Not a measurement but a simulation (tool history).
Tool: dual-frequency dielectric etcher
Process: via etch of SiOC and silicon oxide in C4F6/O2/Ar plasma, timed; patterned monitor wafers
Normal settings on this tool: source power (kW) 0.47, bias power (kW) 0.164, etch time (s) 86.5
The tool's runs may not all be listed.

run	hour	source power (kW)	bias power (kW)	etch time (s)	wafers since the last listed run	hours since the last wet clean	hours since the last source power generator calibration	hours since the last bias power generator calibration	hours since the last upper electrode change	hours since the gauge calibration	read-back reference wafer on the same gauge, depth_nm	mean etch depth across the wafer (angstrom)
1	0	0.47	0.164	86.5	0	495.1	3072.8	3299.9	4488.8	347.6	110	961
2	28.4	0.47	0.156	86.5	224	523.5	3101.2	3328.3	4517.2	376	109.9	947
3	44.2	0.47	0.164	86.5	124	539.3	3117	3344.1	4533	391.8	110	964
4	69.3	0.47	0.164	86.5	198	564.4	3142.1	3369.2	4558.1	416.9	110	958
5	85.3	0.47	0.164	86.5	126	580.4	3158.1	3385.2	4574.1	432.9	109.9	964
6	110.3	0.41	0.164	86.5	197	605.4	3183.1	3410.2	4599.1	457.9	109.9	903
# hour 138.3: bias power generator calibrated
# hour 147.6: wet clean of the chamber
7	148.1	0.41	0.164	86.5	193	0.5	3220.9	9.8	4636.9	495.7	110.1	935
8	156.9	0.47	0.164	86.5	69	9.3	3229.7	18.6	4645.7	504.5	110	991
# hour 168.2: gauge calibrated
9	181	0.47	0.164	86.5	190	33.4	3253.8	42.7	4669.8	12.8	110.1	979
10	197.2	0.59	0.134	86.5	127	49.6	3270	58.9	4686	29	110	1024
11	216	0.47	0.156	86.5	148	68.4	3288.8	77.7	4704.8	47.8	110	963
# hour 221.6: source power generator calibrated
12	320	0.51	0.176	73	790	172.4	98.4	181.7	4808.8	151.8	110	870
# hour 362.1: upper electrode replaced
13	362.6	0.47	0.201	86.5	146	215	141	224.3	0.5	194.4	110	1041
14	363	0.47	0.164	86.5	3	215.4	141.4	224.7	0.9	194.8	109.9	977
15	380	0.51	0.204	63.5	134	232.4	158.4	241.7	17.9	211.8	110	792
16	403.4	0.54	0.164	78	184	255.8	181.8	265.1	41.3	235.2	110	933
17	419.7	0.57	0.192	73.5	128	272.1	198.1	281.4	57.6	251.5	110	941
18	453.7	0.54	0.164	86.5	268	306.1	232.1	315.4	91.6	285.5	110.2	1036

3 ways to go on from here, each from the tool as it stands after run 18. What would each give?
A	454.1	0.47	0.164	61	3	306.5	232.5	315.8	92	285.9	?	?
B	454.1	0.51	0.164	73	3	306.5	232.5	315.8	92	285.9	?	?
C	454.1	0.51	0.134	63.5	3	306.5	232.5	315.8	92	285.9	?	?

run	read-back reference wafer on the same gauge, depth_nm	mean etch depth across the wafer (angstrom)
A	110.1	684
B	110.1	848
C	110.1	698
Without the tool's unlogged condition, the same runs would have read:
run	mean etch depth across the wafer (angstrom)
A	693
B	859
C	707
